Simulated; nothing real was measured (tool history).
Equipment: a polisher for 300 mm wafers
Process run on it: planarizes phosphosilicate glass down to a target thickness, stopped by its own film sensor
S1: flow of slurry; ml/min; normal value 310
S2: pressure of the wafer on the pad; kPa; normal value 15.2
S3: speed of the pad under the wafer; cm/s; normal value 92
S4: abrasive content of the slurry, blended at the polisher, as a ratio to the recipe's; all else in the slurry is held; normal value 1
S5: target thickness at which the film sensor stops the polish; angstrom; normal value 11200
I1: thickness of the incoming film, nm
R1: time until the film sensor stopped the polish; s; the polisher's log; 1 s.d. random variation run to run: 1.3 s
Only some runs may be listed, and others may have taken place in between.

{"run": 1, "hour": 0.0, "S1": 310, "S2": 16.5, "S3": 92, "S4": 1, "S5": 11200, "I1": 1880.3, "R1": 118.4}
{"run": 2, "hour": 15.3, "S1": 310, "S2": 16.5, "S3": 92, "S4": 1, "S5": 11200, "I1": 1856.3, "R1": 120.1}
{"run": 3, "hour": 28.0, "S1": 310, "S2": 15.2, "S3": 110, "S4": 1, "S5": 11200, "I1": 1878.9, "R1": 120.1}
{"run": 4, "hour": 46.2, "S1": 310, "S2": 15.2, "S3": 110, "S4": 1, "S5": 11200, "I1": 1901.6, "R1": 105.1}
{"run": 5, "hour": 58.5, "S1": 310, "S2": 15.2, "S3": 110, "S4": 1, "S5": 11200, "I1": 1894.2, "R1": 107}
{"run": 6, "hour": 103.7, "S1": 310, "S2": 15.2, "S3": 104, "S4": 1, "S5": 11200, "I1": 1920.4, "R1": 116.5}
{"run": 7, "hour": 120.3, "S1": 310, "S2": 15.2, "S3": 104, "S4": 1, "S5": 11200, "I1": 1879.1, "R1": 112.7}
{"run": 8, "hour": 128.6, "S1": 310, "S2": 15.2, "S3": 104, "S4": 1, "S5": 11200, "I1": 1880, "R1": 110.1}
{"run": 9, "hour": 144.1, "S1": 310, "S2": 15.2, "S3": 92, "S4": 1, "S5": 11200, "I1": 1877.4, "R1": 126.1}
{"run": 10, "hour": 153.7, "S1": 395, "S2": 15.2, "S3": 78, "S4": 1, "S5": 11200, "I1": 1895.5, "R1": 144.2}
{"run": 11, "hour": 193.0, "S1": 310, "S2": 15.2, "S3": 92, "S4": 1, "S5": 11200, "I1": 1889.7, "R1": 119.1}
{"run": 12, "hour": 209.2, "S1": 310, "S2": 15.2, "S3": 92, "S4": 1, "S5": 11200, "I1": 1878.6, "R1": 118.4}
{"run": 13, "hour": 217.6, "S1": 310, "S2": 15.2, "S3": 102, "S4": 1, "S5": 12740, "I1": 1886.1, "R1": 88.7}
{"run": 14, "hour": 226.8, "S1": 310, "S2": 15.2, "S3": 92, "S4": 1, "S5": 13430, "I1": 1906, "R1": 89.4}
{"run": 15, "hour": 244.8, "S1": 270, "S2": 15.2, "S3": 116, "S4": 1, "S5": 11200, "I1": 1876.2, "R1": 104.5}
{"run": 16, "hour": 262.1, "S1": 265, "S2": 15.2, "S3": 92, "S4": 1, "S5": 12940, "I1": 1901.1, "R1": 99.7}
{"run": 17, "hour": 272.5, "S1": 310, "S2": 15.2, "S3": 84, "S4": 0.9, "S5": 11200, "I1": 1863.8, "R1": 139}
{"run": 18, "hour": 279.5, "S1": 310, "S2": 15.2, "S3": 92, "S4": 0.75, "S5": 11200, "I1": 1874.8, "R1": 144.4}

The log once held 8 entries between its listed runs, left out of this copy. Where does each go, and what is different about the tool's unlogged condition between the listed run before it and the listed run after it?
In the gap between runs 1 and 2: worn pad replaced by a new one (hour 1.8)
  time polished since the conditioner stopped cutting, s: 245 -> 304
  what was measured, less what the result would be without the hidden state, R1: +11.2 -> +13.6 s
In the gap between runs 3 and 4: conditioning disc replaced and pad reconditioned (hour 45.7)
  time polished since the conditioner stopped cutting, s: 357 -> 3.33
  what was measured, less what the result would be without the hidden state, R1: +16.6 -> +0.1 s
In the gap between runs 8 and 9: slurry blender recalibrated (hour 133.2)
  time polished since the conditioner stopped cutting, s: 97 -> 135
  what was measured, less what the result would be without the hidden state, R1: +4.6 -> +6.5 s
In the gap between runs 9 and 10: worn pad replaced by a new one (hour 150.8)
  time polished since the conditioner stopped cutting, s: 135 -> 162
  what was measured, less what the result would be without the hidden state, R1: +6.5 -> +7.7 s
In the gap between runs 10 and 11: head pressure recalibrated (hour 167); conditioning disc replaced and pad reconditioned (hour 187.4)
  time polished since the conditioner stopped cutting, s: 162 -> 13.1
  what was measured, less what the result would be without the hidden state, R1: +7.7 -> +0.7 s
In the gap between runs 12 and 13: slurry nozzle cleaned (hour 217.1)
  time polished since the conditioner stopped cutting, s: 19.1 -> 25.1
  what was measured, less what the result would be without the hidden state, R1: +0.9 -> +1 s
In the gap between runs 17 and 18: worn pad replaced by a new one (hour 279)
  time polished since the conditioner stopped cutting, s: 111 -> 128
  what was measured, less what the result would be without the hidden state, R1: +5.5 -> +7.1 s
